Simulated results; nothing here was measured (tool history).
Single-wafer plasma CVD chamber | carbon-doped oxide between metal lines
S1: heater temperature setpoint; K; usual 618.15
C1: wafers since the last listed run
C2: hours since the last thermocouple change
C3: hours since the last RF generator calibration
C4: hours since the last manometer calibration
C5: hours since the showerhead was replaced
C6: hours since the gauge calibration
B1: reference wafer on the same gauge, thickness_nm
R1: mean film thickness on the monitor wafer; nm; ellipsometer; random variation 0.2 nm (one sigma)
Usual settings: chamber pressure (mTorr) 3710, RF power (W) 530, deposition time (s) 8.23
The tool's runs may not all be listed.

{"run": 1, "hour": 0.0, "S1": 618.15, "chamber pressure (mTorr)": 3710, "RF power (W)": 530, "deposition time (s)": 8.23, "C1": 0, "C2": 1810.5, "C3": 1768.3, "C4": 1807.7, "C5": 3730.5, "C6": 350.8, "B1": 35.012, "R1": 37.151}
{"run": 2, "hour": 36.2, "S1": 618.15, "chamber pressure (mTorr)": 3710, "RF power (W)": 530, "deposition time (s)": 8.23, "C1": 1060, "C2": 1846.7, "C3": 1804.5, "C4": 1843.9, "C5": 3766.7, "C6": 387, "B1": 35.047, "R1": 37.366}
{"run": 3, "hour": 98.5, "S1": 618.15, "chamber pressure (mTorr)": 3710, "RF power (W)": 530, "deposition time (s)": 8.23, "C1": 1824, "C2": 1909, "C3": 1866.8, "C4": 1906.2, "C5": 3829, "C6": 449.3, "B1": 35.081, "R1": 37.311}
{"run": 4, "hour": 149.5, "S1": 618.15, "chamber pressure (mTorr)": 3710, "RF power (W)": 530, "deposition time (s)": 7.32, "C1": 1493, "C2": 1960, "C3": 1917.8, "C4": 1957.2, "C5": 3880, "C6": 500.3, "B1": 34.998, "R1": 33.152}
{"run": 5, "hour": 194.5, "S1": 618.15, "chamber pressure (mTorr)": 3710, "RF power (W)": 530, "deposition time (s)": 7.32, "C1": 1318, "C2": 2005, "C3": 1962.8, "C4": 2002.2, "C5": 3925, "C6": 545.3, "B1": 34.919, "R1": 33.13}
{"run": 6, "hour": 232.7, "S1": 618.15, "chamber pressure (mTorr)": 3710, "RF power (W)": 530, "deposition time (s)": 8.23, "C1": 1118, "C2": 2043.2, "C3": 2001, "C4": 2040.4, "C5": 3963.2, "C6": 583.5, "B1": 34.992, "R1": 37.173}
{"run": 7, "hour": 282.8, "S1": 618.15, "chamber pressure (mTorr)": 3710, "RF power (W)": 530, "deposition time (s)": 8.23, "C1": 1467, "C2": 2093.3, "C3": 2051.1, "C4": 2090.5, "C5": 4013.3, "C6": 633.6, "B1": 35.025, "R1": 36.756}
{"run": 8, "hour": 317.3, "S1": 618.15, "chamber pressure (mTorr)": 3710, "RF power (W)": 530, "deposition time (s)": 8.23, "C1": 1010, "C2": 2127.8, "C3": 2085.6, "C4": 2125, "C5": 4047.8, "C6": 668.1, "B1": 34.976, "R1": 37.012}
{"hour": 382.0, "done": "showerhead replaced"}
{"run": 9, "hour": 386.8, "S1": 618.15, "chamber pressure (mTorr)": 3990, "RF power (W)": 530, "deposition time (s)": 8.23, "C1": 1801, "C2": 2197.3, "C3": 2155.1, "C4": 2194.5, "C5": 4.8, "C6": 737.6, "B1": 34.991, "R1": 37.016}
{"hour": 415.3, "done": "capacitance manometer re-zeroed and calibrated"}
{"run": 10, "hour": 447.2, "S1": 632.15, "chamber pressure (mTorr)": 3710, "RF power (W)": 530, "deposition time (s)": 6.81, "C1": 1534, "C2": 2257.7, "C3": 2215.5, "C4": 31.9, "C5": 65.2, "C6": 798, "B1": 35.021, "R1": 29.42}
{"run": 11, "hour": 511.7, "S1": 618.15, "chamber pressure (mTorr)": 3710, "RF power (W)": 530, "deposition time (s)": 8.23, "C1": 1889, "C2": 2322.2, "C3": 2280, "C4": 96.4, "C5": 129.7, "C6": 862.5, "B1": 34.988, "R1": 36.493}
{"hour": 524.8, "done": "gauge calibrated"}
{"hour": 545.9, "done": "RF generator calibrated"}
{"run": 12, "hour": 546.9, "S1": 623.15, "chamber pressure (mTorr)": 3710, "RF power (W)": 590, "deposition time (s)": 7.56, "C1": 796, "C2": 2357.4, "C3": 1, "C4": 131.6, "C5": 164.9, "C6": 22.1, "B1": 34.952, "R1": 34.832}
{"run": 13, "hour": 576.1, "S1": 618.15, "chamber pressure (mTorr)": 3710, "RF power (W)": 530, "deposition time (s)": 8.23, "C1": 855, "C2": 2386.6, "C3": 30.2, "C4": 160.8, "C5": 194.1, "C6": 51.3, "B1": 34.984, "R1": 34.682}
{"run": 14, "hour": 635.5, "S1": 605.15, "chamber pressure (mTorr)": 3710, "RF power (W)": 530, "deposition time (s)": 8.23, "C1": 1739, "C2": 2446, "C3": 89.6, "C4": 220.2, "C5": 253.5, "C6": 110.7, "B1": 34.988, "R1": 36.842}
{"hour": 660.5, "done": "thermocouple changed; heater temperature recalibrated"}
{"hour": 671.8, "done": "RF generator calibrated, repeated, since the last time left the tool worse"}
{"run": 15, "hour": 672.3, "S1": 618.15, "chamber pressure (mTorr)": 3710, "RF power (W)": 530, "deposition time (s)": 8.65, "C1": 609, "C2": 11.8, "C3": 0.5, "C4": 257, "C5": 290.3, "C6": 147.5, "B1": 35.005, "R1": 40.143}
{"run": 16, "hour": 725.9, "S1": 628.15, "chamber pressure (mTorr)": 3710, "RF power (W)": 565, "deposition time (s)": 8.23, "C1": 1569, "C2": 65.4, "C3": 54.1, "C4": 310.6, "C5": 343.9, "C6": 201.1, "B1": 35, "R1": 39.692}
{"run": 17, "hour": 785.1, "S1": 631.15, "chamber pressure (mTorr)": 3710, "RF power (W)": 530, "deposition time (s)": 7.23, "C1": 1733, "C2": 124.6, "C3": 113.3, "C4": 369.8, "C5": 403.1, "C6": 260.3, "B1": 34.991, "R1": 32.191}
{"run": 18, "hour": 809.9, "S1": 618.15, "chamber pressure (mTorr)": 3710, "RF power (W)": 530, "deposition time (s)": 8.23, "C1": 726, "C2": 149.4, "C3": 138.1, "C4": 394.6, "C5": 427.9, "C6": 285.1, "B1": 35.062, "R1": 38.613}
{"run": 19, "hour": 870.9, "S1": 618.15, "chamber pressure (mTorr)": 3090, "RF power (W)": 490, "deposition time (s)": 8.23, "C1": 1786, "C2": 210.4, "C3": 199.1, "C4": 455.6, "C5": 488.9, "C6": 346.1, "B1": 35.043, "R1": 35.559}

Forecast each of these 3 alternatives for the next run:
{"run": "A", "hour": 871.3, "S1": 618.15, "chamber pressure (mTorr)": 3340, "RF power (W)": 530, "deposition time (s)": 8.23, "C1": 11, "C2": 210.8, "C3": 199.5, "C4": 456, "C5": 489.3, "C6": 346.5, "B1": "?", "R1": "?"}
{"run": "B", "hour": 871.3, "S1": 618.15, "chamber pressure (mTorr)": 2880, "RF power (W)": 530, "deposition time (s)": 7.24, "C1": 11, "C2": 210.8, "C3": 199.5, "C4": 456, "C5": 489.3, "C6": 346.5, "B1": "?", "R1": "?"}
{"run": "C", "hour": 871.3, "S1": 618.15, "chamber pressure (mTorr)": 3710, "RF power (W)": 465, "deposition time (s)": 6.65, "C1": 11, "C2": 210.8, "C3": 199.5, "C4": 456, "C5": 489.3, "C6": 346.5, "B1": "?", "R1": "?"}

run=A B1=35.006 R1=38.145
run=B B1=35.006 R1=33.251
run=C B1=35.006 R1=27.574
Without the tool's hidden state the same runs would have given:
run=A R1=38.213
run=B R1=33.311
run=C R1=27.632

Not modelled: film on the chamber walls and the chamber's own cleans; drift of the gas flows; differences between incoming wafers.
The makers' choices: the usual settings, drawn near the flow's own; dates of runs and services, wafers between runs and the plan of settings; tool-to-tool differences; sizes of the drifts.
